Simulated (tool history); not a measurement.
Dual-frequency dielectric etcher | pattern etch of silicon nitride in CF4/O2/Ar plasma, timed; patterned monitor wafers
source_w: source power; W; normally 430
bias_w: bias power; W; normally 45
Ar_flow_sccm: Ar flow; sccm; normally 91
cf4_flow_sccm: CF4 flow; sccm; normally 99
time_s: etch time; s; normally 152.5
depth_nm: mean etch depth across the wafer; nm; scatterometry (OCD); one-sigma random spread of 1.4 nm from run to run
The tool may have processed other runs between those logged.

run,hour,source_w,bias_w,Ar_flow_sccm,cf4_flow_sccm,time_s,wafers since the last listed run,hours since the last wet clean,hours since the last source power generator calibration,hours since the last bias power generator calibration,hours since the last Ar flow controller change,hours since the last CF4 flow controller change,hours since the last upper electrode change,hours since the gauge calibration,"read-back reference wafer on the same gauge, depth_nm",depth_nm
1,0.0,430,45,84,99,152.5,0,422.5,3344.6,2588.2,1853.2,2464.5,1573.2,163.3,220.7,267.3
2,32.4,430,45,91,99,152.5,292,454.9,3377.0,2620.6,1885.6,2496.9,1605.6,195.7,220.6,262.7
3,80.5,430,45,91,99,152.5,434,503.0,3425.1,2668.7,1933.7,2545.0,1653.7,243.8,219.8,263.3
4,127.8,430,45,91,88,152.5,427,550.3,3472.4,2716.0,1981.0,2592.3,1701.0,291.1,219.0,259.6
# hour 216.6: wet clean of the chamber
5,217.1,430,45,83,99,152.5,589,0.5,3561.7,2805.3,2070.3,2681.6,1790.3,380.4,218.0,265.5
# hour 245.0: Ar flow controller replaced
# hour 258.4: bias power generator calibrated
6,258.9,430,49,91,99,152.5,287,42.3,3603.5,0.5,13.9,2723.4,1832.1,422.2,218.8,271.0
# hour 269.4: gauge calibrated
7,286.7,430,49,91,99,152.5,251,70.1,3631.3,28.3,41.7,2751.2,1859.9,17.3,223.2,274.8
# hour 325.3: source power generator calibrated
8,327.7,430,49,91,99,152.5,334,111.1,2.4,69.3,82.7,2792.2,1900.9,58.3,223.0,277.7
9,358.8,430,45,91,88,152.5,280,142.2,33.5,100.4,113.8,2823.3,1932.0,89.4,223.0,260.4
10,383.7,430,45,91,99,165.0,224,167.1,58.4,125.3,138.7,2848.2,1956.9,114.3,222.1,290.8
# hour 446.9: CF4 flow controller replaced
# hour 464.4: upper electrode replaced
11,464.9,430,45,91,112,152.5,521,248.3,139.6,206.5,219.9,18.0,0.5,195.5,221.4,268.3
12,504.9,520,35,91,83,152.5,361,288.3,179.6,246.5,259.9,58.0,40.5,235.5,221.1,257.1
13,532.3,370,36,91,90,152.5,247,315.7,207.0,273.9,287.3,85.4,67.9,262.9,220.8,219.3
14,577.4,430,52,91,85,152.5,407,360.8,252.1,319.0,332.4,130.5,113.0,308.0,220.6,276.1
15,611.3,430,45,91,88,152.5,306,394.7,286.0,352.9,366.3,164.4,146.9,341.9,219.9,260.4
16,642.4,430,45,91,86,121.5,280,425.8,317.1,384.0,397.4,195.5,178.0,373.0,220.0,205.6
17,690.4,430,51,91,99,186.0,433,473.8,365.1,432.0,445.4,243.5,226.0,421.0,219.6,340.1

What if the next run were any one of these 5? Each begins from the tool's condition after run 17:
A,690.9,430,45,91,120,152.5,4,474.3,365.6,432.5,445.9,244.0,226.5,421.5,?,?
B,690.9,430,39,91,99,152.5,4,474.3,365.6,432.5,445.9,244.0,226.5,421.5,?,?
C,690.9,430,56,91,99,152.5,4,474.3,365.6,432.5,445.9,244.0,226.5,421.5,?,?
D,690.9,430,41,91,99,152.5,4,474.3,365.6,432.5,445.9,244.0,226.5,421.5,?,?
E,690.9,430,45,77,99,190.5,4,474.3,365.6,432.5,445.9,244.0,226.5,421.5,?,?

run,"read-back reference wafer on the same gauge, depth_nm",depth_nm
A,219.6,269.5
B,219.6,246.9
C,219.6,289.1
D,219.6,252.3
E,219.6,336.8
Without the tool's hidden state the same runs would have given:
run,depth_nm
A,273.7
B,250.8
C,293.6
D,256.2
E,342.0

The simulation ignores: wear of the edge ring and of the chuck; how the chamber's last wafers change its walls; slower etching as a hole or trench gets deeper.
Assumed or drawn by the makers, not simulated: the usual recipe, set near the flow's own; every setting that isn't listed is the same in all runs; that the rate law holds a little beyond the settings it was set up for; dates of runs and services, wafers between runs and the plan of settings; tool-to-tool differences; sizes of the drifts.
